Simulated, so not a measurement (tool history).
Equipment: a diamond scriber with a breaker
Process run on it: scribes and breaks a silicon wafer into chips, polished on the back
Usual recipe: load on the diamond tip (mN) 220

run	hour	load on the diamond tip (mN)	incoming depth of the damage left on the back of the incoming wafer, um	depth of the median crack under the scribed line (um)	chips rejected at inspection after the break (%)
1	0.0	265	0.04	9.21	2.37
2	31.6	265	0.02	9.14	2.31
3	67.5	265	0.03	9.54	2.71
4	83.5	220	0.02	8.61	0.89
5	118.1	220	0.03	8.40	0.93
6	152.5	242	0.04	8.73	1.65
7	179.0	242	0.04	8.98	1.71
8	197.9	242	0.04	8.96	1.67
9	220.4	267	0.03	9.29	2.93
10	238.3	220	0.01	8.63	1.00
11	272.8	220	0.04	8.52	1.09
12	306.0	220	0.04	8.58	1.08
13	338.0	199	0.03	8.11	0.77
14	356.6	220	0.02	8.56	1.08
# hour 372.0: load on the tip recalibrated
# hour 392.5: diamond tip replaced by a new one
15	393.0	220	0.01	8.01	0.72
16	404.3	220	0.05	7.92	0.62
17	432.7	170	0.04	6.98	2.11
18	450.7	237	0.02	8.28	0.85
19	480.3	206	0.02	7.76	0.82
20	502.9	206	0.01	7.85	0.76
21	531.6	206	0.02	7.73	0.76
22	564.5	195	0.03	7.57	0.96
23	586.4	252	0.04	8.92	1.42
24	620.4	188	0.04	7.48	1.11
25	653.2	244	0.03	8.64	1.27
26	678.1	263	0.04	8.96	1.87
27	711.9	188	0.04	7.63	0.95
28	734.6	284	0.05	9.53	3.30
29	767.3	241	0.03	8.70	1.42
# hour 774.2: diamond tip replaced by a new one
30	796.0	220	0.02	8.39	0.79
31	811.4	178	0.04	7.45	1.10
32	843.5	220	0.03	8.44	0.87
33	872.0	248	0.04	8.96	1.74
34	893.5	171	0.01	7.24	1.46
35	915.4	220	0.02	8.11	0.88
36	939.9	220	0.03	8.39	0.90
37	972.4	220	0.03	8.30	0.92
38	989.5	251	0.03	9.10	2.12
39	1019.9	220	0.03	8.57	1.01
40	1048.2	169	0.02	7.34	1.10
41	1064.8	220	0.02	8.56	1.10
# hour 1076.2: load on the tip recalibrated
42	1078.9	203	0.05	7.80	0.84
43	1114.7	264	0.04	8.89	1.77

Below are 3 alternative next runs, each starting from the tool's condition after run 43. Predict each:
A	1115.4	220	0.03	?	?
B	1115.4	258	0.03	?	?
C	1115.4	270	0.03	?	?

run	depth of the median crack under the scribed line (um)	chips rejected at inspection after the break (%)
A	8.06	0.74
B	8.79	1.66
C	9.02	2.19
Without the tool's unlogged condition, the same runs would have read:
run	depth of the median crack under the scribed line (um)	chips rejected at inspection after the break (%)
A	7.98	0.73
B	8.70	1.47
C	8.92	1.96
